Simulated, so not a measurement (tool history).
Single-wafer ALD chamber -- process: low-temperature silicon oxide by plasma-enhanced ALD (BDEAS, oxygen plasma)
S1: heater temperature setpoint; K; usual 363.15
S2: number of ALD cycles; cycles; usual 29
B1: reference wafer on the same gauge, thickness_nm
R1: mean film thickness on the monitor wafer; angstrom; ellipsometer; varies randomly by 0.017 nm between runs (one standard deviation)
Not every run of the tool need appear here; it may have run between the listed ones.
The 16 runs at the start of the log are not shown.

Run 17, hour 964.2: usual settings; B1 4.902. Result: R1 45.23 angstrom.
Run 18, hour 993.9: usual settings; B1 4.902. Result: R1 45.3 angstrom.
Run 19, hour 1032.3: usual settings; B1 4.898. Result: R1 45.67 angstrom.
Run 20, hour 1086.4: usual settings; B1 4.897. Result: R1 45.31 angstrom.
Run 21, hour 1245.4: usual settings but S1 378.15 K, S2 27 cycles; B1 4.901. Result: R1 40.18 angstrom.
Run 22, hour 1288.6: usual settings but S1 352.15 K, S2 26 cycles; B1 4.902. Result: R1 43.02 angstrom.
At hour 1305.6: thermocouple changed; heater temperature recalibrated.
Run 23, hour 1333: usual settings; B1 4.902. Result: R1 44.67 angstrom.
Run 24, hour 1373: usual settings but S1 349.15 K, S2 26 cycles; B1 4.903. Result: R1 42.12 angstrom.
Run 25, hour 1409: usual settings; B1 4.902. Result: R1 44.62 angstrom.
Run 26, hour 1470.3: usual settings but S1 354.15 K, S2 32 cycles; B1 4.905. Result: R1 51.25 angstrom.
Run 27, hour 1539.7: usual settings but S1 378.15 K, S2 33 cycles; B1 4.899. Result: R1 48.67 angstrom.
At hour 1591.7: gauge calibrated.
Run 28, hour 1602: usual settings but S1 376.15 K, S2 25 cycles; B1 4.893. Result: R1 36.93 angstrom.
Run 29, hour 1649.8: usual settings but S1 374.15 K, S2 24 cycles; B1 4.901. Result: R1 35.65 angstrom.
Run 30, hour 1822.4: usual settings but S1 369.15 K, S2 34 cycles; B1 4.903. Result: R1 51.23 angstrom.
Run 31, hour 1855.8: usual settings; B1 4.902. Result: R1 44.57 angstrom.
Run 32, hour 1914.3: usual settings; B1 4.903. Result: R1 44.99 angstrom.
Run 33, hour 1948.3: usual settings; B1 4.894. Result: R1 44.93 angstrom.
Run 34, hour 2008.5: usual settings but S1 369.15 K; B1 4.902. Result: R1 43.46 angstrom.
Run 35, hour 2035.8: usual settings; B1 4.902. Result: R1 44.75 angstrom.
Run 36, hour 2140.1: usual settings but S1 371.15 K, S2 24 cycles; B1 4.899. Result: R1 36.11 angstrom.

Expected results for the next run?
Run 37, hour 2169.2: usual settings but S1 351.15 K, S2 32 cycles; B1 ?. Result: R1 ?.

B1: 4.898
R1: 52.4 angstrom
With the hidden condition absent and the run-to-run variation left alone, this run would have shown R1 51.93 angstrom.
